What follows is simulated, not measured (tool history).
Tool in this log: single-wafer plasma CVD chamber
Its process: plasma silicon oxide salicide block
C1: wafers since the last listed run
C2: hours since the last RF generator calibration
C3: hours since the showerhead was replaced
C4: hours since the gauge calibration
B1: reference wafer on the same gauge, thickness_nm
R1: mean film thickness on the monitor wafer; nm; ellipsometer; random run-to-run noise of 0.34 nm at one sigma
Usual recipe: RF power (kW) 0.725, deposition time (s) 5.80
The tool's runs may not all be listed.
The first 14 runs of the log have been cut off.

run 15 hour=778.2 | RF_power_(kW)=0.725 deposition_time_(s)=5.80 | C1=3363 C2=1160.1 C3=7391.9 C4=2184.2 | B1=74.680 | R1=63.462
-- hour=786.6 gauge calibrated
run 16 hour=813.9 | RF_power_(kW)=0.725 deposition_time_(s)=5.80 | C1=1128 C2=1195.8 C3=7427.6 C4=27.3 | B1=74.929 | R1=62.748
-- hour=884.8 RF generator calibrated
run 17 hour=885.3 | RF_power_(kW)=0.725 deposition_time_(s)=5.80 | C1=2004 C2=0.5 C3=7499.0 C4=98.7 | B1=74.915 | R1=65.658
run 18 hour=932.5 | RF_power_(kW)=0.725 deposition_time_(s)=5.80 | C1=1492 C2=47.7 C3=7546.2 C4=145.9 | B1=74.792 | R1=65.178
-- hour=964.0 showerhead replaced, of another model than before
run 19 hour=993.8 | RF_power_(kW)=0.795 deposition_time_(s)=6.33 | C1=1684 C2=109.0 C3=29.8 C4=207.2 | B1=74.795 | R1=73.983
run 20 hour=1046.3 | RF_power_(kW)=0.670 deposition_time_(s)=6.77 | C1=1659 C2=161.5 C3=82.3 C4=259.7 | B1=74.844 | R1=74.401
run 21 hour=1095.9 | RF_power_(kW)=0.620 deposition_time_(s)=6.37 | C1=1567 C2=211.1 C3=131.9 C4=309.3 | B1=74.798 | R1=68.742
run 22 hour=1144.8 | RF_power_(kW)=0.590 deposition_time_(s)=5.29 | C1=1545 C2=260.0 C3=180.8 C4=358.2 | B1=74.776 | R1=56.228
run 23 hour=1174.5 | RF_power_(kW)=0.670 deposition_time_(s)=6.77 | C1=938 C2=289.7 C3=210.5 C4=387.9 | B1=74.826 | R1=74.578
run 24 hour=1207.9 | RF_power_(kW)=0.725 deposition_time_(s)=5.80 | C1=1055 C2=323.1 C3=243.9 C4=421.3 | B1=74.877 | R1=65.416
run 25 hour=1261.8 | RF_power_(kW)=0.670 deposition_time_(s)=5.80 | C1=1703 C2=377.0 C3=297.8 C4=475.2 | B1=74.774 | R1=63.467
run 26 hour=1319.0 | RF_power_(kW)=0.800 deposition_time_(s)=5.80 | C1=1808 C2=434.2 C3=355.0 C4=532.4 | B1=74.934 | R1=67.730
run 27 hour=1360.5 | RF_power_(kW)=0.725 deposition_time_(s)=5.80 | C1=1311 C2=475.7 C3=396.5 C4=573.9 | B1=74.738 | R1=65.504
run 28 hour=1413.3 | RF_power_(kW)=0.725 deposition_time_(s)=5.80 | C1=1669 C2=528.5 C3=449.3 C4=626.7 | B1=74.915 | R1=65.217
run 29 hour=1480.3 | RF_power_(kW)=0.855 deposition_time_(s)=4.86 | C1=2118 C2=595.5 C3=516.3 C4=693.7 | B1=74.898 | R1=57.383
run 30 hour=1539.7 | RF_power_(kW)=0.660 deposition_time_(s)=6.10 | C1=1877 C2=654.9 C3=575.7 C4=753.1 | B1=74.869 | R1=65.865
run 31 hour=1566.0 | RF_power_(kW)=0.670 deposition_time_(s)=6.77 | C1=831 C2=681.2 C3=602.0 C4=779.4 | B1=74.781 | R1=74.409
run 32 hour=1628.3 | RF_power_(kW)=0.685 deposition_time_(s)=4.83 | C1=1969 C2=743.5 C3=664.3 C4=841.7 | B1=74.834 | R1=53.304
run 33 hour=1660.4 | RF_power_(kW)=0.630 deposition_time_(s)=6.71 | C1=1014 C2=775.6 C3=696.4 C4=873.8 | B1=74.801 | R1=72.032
run 34 hour=1696.2 | RF_power_(kW)=0.725 deposition_time_(s)=6.80 | C1=1131 C2=811.4 C3=732.2 C4=909.6 | B1=74.787 | R1=76.093
run 35 hour=1725.8 | RF_power_(kW)=0.815 deposition_time_(s)=5.80 | C1=935 C2=841.0 C3=761.8 C4=939.2 | B1=74.793 | R1=67.043
run 36 hour=1764.8 | RF_power_(kW)=0.725 deposition_time_(s)=5.05 | C1=1232 C2=880.0 C3=800.8 C4=978.2 | B1=74.748 | R1=56.598
run 37 hour=1789.2 | RF_power_(kW)=0.790 deposition_time_(s)=6.61 | C1=771 C2=904.4 C3=825.2 C4=1002.6 | B1=74.804 | R1=76.021
run 38 hour=1814.9 | RF_power_(kW)=0.815 deposition_time_(s)=4.96 | C1=812 C2=930.1 C3=850.9 C4=1028.3 | B1=74.828 | R1=56.847
run 39 hour=1886.2 | RF_power_(kW)=0.670 deposition_time_(s)=6.77 | C1=2253 C2=1001.4 C3=922.2 C4=1099.6 | B1=74.879 | R1=73.874

Predict each of these 5 candidate next runs independently; none follows another, all start after run 39:
run A hour=1886.6 | RF_power_(kW)=0.725 deposition_time_(s)=5.51 | C1=12 C2=1001.8 C3=922.6 C4=1100.0 | B1=? | R1=?
run B hour=1886.6 | RF_power_(kW)=0.605 deposition_time_(s)=4.91 | C1=12 C2=1001.8 C3=922.6 C4=1100.0 | B1=? | R1=?
run C hour=1886.6 | RF_power_(kW)=0.625 deposition_time_(s)=5.80 | C1=12 C2=1001.8 C3=922.6 C4=1100.0 | B1=? | R1=?
run D hour=1886.6 | RF_power_(kW)=0.725 deposition_time_(s)=6.52 | C1=12 C2=1001.8 C3=922.6 C4=1100.0 | B1=? | R1=?
run E hour=1886.6 | RF_power_(kW)=0.780 deposition_time_(s)=6.47 | C1=12 C2=1001.8 C3=922.6 C4=1100.0 | B1=? | R1=?

run=A B1=74.658 R1=61.254
run=B B1=74.658 R1=51.618
run=C B1=74.658 R1=61.592
run=D B1=74.658 R1=72.483
run=E B1=74.658 R1=73.563
Without the tool's hidden state the same runs would have given:
run=A R1=62.642
run=B R1=52.787
run=C R1=62.986
run=D R1=74.124
run=E R1=75.229
